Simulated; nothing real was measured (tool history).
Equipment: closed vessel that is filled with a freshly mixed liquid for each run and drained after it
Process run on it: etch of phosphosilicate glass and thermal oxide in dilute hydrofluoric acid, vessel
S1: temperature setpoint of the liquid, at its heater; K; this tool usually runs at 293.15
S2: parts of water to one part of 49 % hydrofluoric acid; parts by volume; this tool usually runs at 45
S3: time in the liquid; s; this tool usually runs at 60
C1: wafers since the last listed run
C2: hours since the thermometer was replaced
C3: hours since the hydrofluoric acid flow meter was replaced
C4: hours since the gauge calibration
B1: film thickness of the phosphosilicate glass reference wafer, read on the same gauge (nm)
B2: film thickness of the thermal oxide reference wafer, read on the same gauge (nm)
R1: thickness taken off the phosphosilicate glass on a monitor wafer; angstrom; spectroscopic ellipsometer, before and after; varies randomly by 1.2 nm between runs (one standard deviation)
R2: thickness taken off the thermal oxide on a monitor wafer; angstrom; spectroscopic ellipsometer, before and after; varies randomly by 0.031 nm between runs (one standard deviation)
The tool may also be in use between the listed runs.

run	hour	S1	S2	S3	C1	C2	C3	C4	B1	B2	R1	R2
1	0	297.15	35	60	0	2120.3	519.7	1564.8	130	40	2812.7	104.9
2	39	297.15	35	60	2483	2159.3	558.7	1603.8	130.02	39.98	2815.8	104.8
# hour 58.1: hydrofluoric acid flow meter replaced
3	117.9	293.15	45	85	4961	2238.2	59.8	1682.7	129.98	40	2469.7	92.9
4	172.8	293.15	40	80	3496	2293.1	114.7	1737.6	130	40.02	2654	99
5	252.2	293.15	40	80	5056	2372.5	194.1	1817	130.01	39.98	2677.8	100.1
6	316.2	293.15	40	80	4075	2436.5	258.1	1881	129.97	40	2669.1	101.1
# hour 363.9: thermometer replaced
7	371.3	293.15	45	60	3445	7.4	313.2	1936.1	129.99	40	1677.7	62.5
8	430	293.15	45	60	3738	66.1	371.9	1994.8	130	39.99	1686.8	62.6
9	493.5	293.15	45	60	4044	129.6	435.4	2058.3	130.01	39.98	1669.7	63.5
10	555.9	293.15	45	60	3974	192	497.8	2120.7	129.99	40	1710.4	64.3
# hour 567.1: hydrofluoric acid flow meter replaced
11	651.9	290.15	45	60	6050	288	84.8	2216.7	129.96	39.99	1451.4	54.1
12	697.1	296.65	35	60	2878	333.2	130	2261.9	130.01	40.02	2476	93.4
13	783	293.15	45	60	5470	419.1	215.9	2347.8	130.03	39.99	1671.1	63.1
# hour 800.5: gauge calibrated
14	909.4	295.15	25	60	8049	545.5	342.3	108.9	129.98	40.04	3399.8	128.1
15	970.6	295.65	35	70	3897	606.7	403.5	170.1	130.03	39.99	2895	108.3
16	1021.2	297.15	45	60	3222	657.3	454.1	220.7	129.97	40	2031.7	76.2
# hour 1120.2: hydrofluoric acid flow meter replaced
17	1122.3	294.65	25	45	6375	758.4	2.1	321.8	130	40.05	2409.1	90.3
18	1216.3	293.15	45	60	5986	852.4	96.1	415.8	130.03	39.98	1667.7	62.9
19	1295.8	293.15	45	60	5063	931.9	175.6	495.3	129.98	39.94	1697.9	63.1
20	1388	296.65	65	30	5871	1024.1	267.8	587.5	130.01	39.99	665.3	25.1
21	1436.1	297.15	40	35	3063	1072.2	315.9	635.6	130	40.02	1333.1	49.8
# hour 1671: hydrofluoric acid flow meter replaced
22	1693.6	293.15	30	50	16335	1329.7	22.6	893.1	130.02	39.99	2128.3	80.6

Estimate the outcome of run 23 from the log above:
23	1994.6	291.65	25	45	19169	1630.7	323.6	1194.1	?	?	?	?

{"run 23": {"B1": 130, "B2": 40, "R1": 2264.2, "R2": 85.7}}
Without the tool's hidden state the same run would have given R1 2067.4 angstrom, R2 78.2 angstrom.
